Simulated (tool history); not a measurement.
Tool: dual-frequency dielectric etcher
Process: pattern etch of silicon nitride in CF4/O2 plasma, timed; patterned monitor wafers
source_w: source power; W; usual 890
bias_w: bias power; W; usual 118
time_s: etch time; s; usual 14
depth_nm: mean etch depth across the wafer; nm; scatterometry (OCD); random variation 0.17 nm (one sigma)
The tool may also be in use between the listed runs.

| run | hour | source_w | bias_w | time_s | read-back reference wafer on the same gauge, depth_nm | depth_nm |
|---|---|---|---|---|---|---|
| 1 | 0 | 1020 | 118 | 12 | 39.29 | 37.73 |
| 2 | 14.2 | 1020 | 118 | 12 | 39.26 | 37.91 |
| 3 | 26.8 | 980 | 118 | 14 | 39.29 | 42.68 |
| 4 | 39.2 | 980 | 118 | 14 | 39.31 | 43.37 |
|  | 70.4 | upper electrode replaced |
|  | 88.7 | wet clean of the chamber |
| 5 | 89.2 | 890 | 118 | 16.5 | 39.32 | 50.28 |
| 6 | 89.5 | 890 | 118 | 16.5 | 39.31 | 50.08 |
| 7 | 89.9 | 890 | 118 | 14 | 39.31 | 42.87 |
| 8 | 90.2 | 890 | 118 | 14 | 39.34 | 42.45 |

Run 9 comes next. What will it give?
|  | 92.8 | gauge calibrated |
|  | 100.3 | source power generator calibrated |
| 9 | 103.8 | 820 | 118 | 14 | ? | ? |

read-back reference wafer on the same gauge, depth_nm: 39.26
depth_nm: 41.16 nm
Without the tool's hidden state the same run would have given depth_nm 38.59 nm.
